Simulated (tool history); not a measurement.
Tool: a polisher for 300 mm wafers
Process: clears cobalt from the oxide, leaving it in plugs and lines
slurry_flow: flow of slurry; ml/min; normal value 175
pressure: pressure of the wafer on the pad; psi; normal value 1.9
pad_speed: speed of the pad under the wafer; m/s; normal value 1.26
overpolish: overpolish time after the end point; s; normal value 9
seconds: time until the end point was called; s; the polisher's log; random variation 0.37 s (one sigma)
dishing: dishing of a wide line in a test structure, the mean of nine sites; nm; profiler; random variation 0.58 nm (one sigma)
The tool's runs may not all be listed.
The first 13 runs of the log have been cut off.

run,hour,slurry_flow,pressure,pad_speed,overpolish,"incoming thickness of the incoming film, nm",seconds,dishing
# hour 652.3: slurry nozzle cleaned
14,667.5,230,1.4,1.68,5,237.4,50.2,19.2
# hour 711.7: worn pad replaced by a new one
15,730.6,155,1.9,0.84,12,239.5,58.8,33.9
16,795.1,120,1.9,1.42,14,240.1,45.7,43.4
17,850.6,225,1.9,1.26,9,236.8,44.6,33.4
18,973.9,225,1.9,1.26,9,242.1,46.0,32.3
19,1034.5,175,1.9,1.26,9,239.1,48.6,32.8
20,1073.8,175,1.3,1.66,7,239.1,58.3,23.8
21,1112.1,225,1.9,1.26,9,244.7,48.8,31.3
# hour 1130.8: head pressure recalibrated
# hour 1142.2: worn pad replaced by a new one
22,1174.0,175,2.3,1.26,11,244.7,39.5,41.8
23,1231.6,175,1.9,1.26,9,244.5,48.8,31.8
24,1269.9,175,1.9,1.26,9,240.8,49.1,32.2
25,1310.8,175,1.9,1.26,9,242.4,52.1,30.2
# hour 1371.1: slurry nozzle cleaned
26,1378.9,140,1.6,1.26,5,239.4,59.5,17.6
27,1450.5,210,2.3,1.46,6,234.7,33.7,30.7
28,1520.3,175,1.9,1.68,9,241.0,39.2,36.7
29,1564.2,175,2.3,0.90,9,236.7,49.9,31.3
# hour 1577.8: worn pad replaced by a new one
30,1589.1,125,1.9,1.70,9,240.8,37.5,37.4
31,1636.6,175,1.9,1.26,9,240.0,45.2,33.4
32,1691.6,125,2.1,0.84,9,235.0,58.3,27.7
33,1745.9,175,1.9,1.26,9,239.3,46.9,32.9
34,1803.3,175,2.3,0.84,9,243.9,53.4,31.8

4 ways to go on from here, each from the tool as it stands after run 34. What would each give?
A,1803.7,230,1.9,1.26,9,239.6,?,?
B,1803.7,130,2.1,1.70,11,239.6,?,?
C,1803.7,175,1.9,1.26,6,239.6,?,?
D,1803.7,130,1.9,1.26,9,239.6,?,?

run,seconds,dishing
A,46.0,33.4
B,37.2,42.7
C,48.1,24.1
D,51.4,30.9
Take away the tool's hidden state, keep each run's random variation, and the runs would have read:
run,seconds,dishing
A,41.7,35.6
B,33.3,45.2
C,43.3,26.1
D,45.9,33.4

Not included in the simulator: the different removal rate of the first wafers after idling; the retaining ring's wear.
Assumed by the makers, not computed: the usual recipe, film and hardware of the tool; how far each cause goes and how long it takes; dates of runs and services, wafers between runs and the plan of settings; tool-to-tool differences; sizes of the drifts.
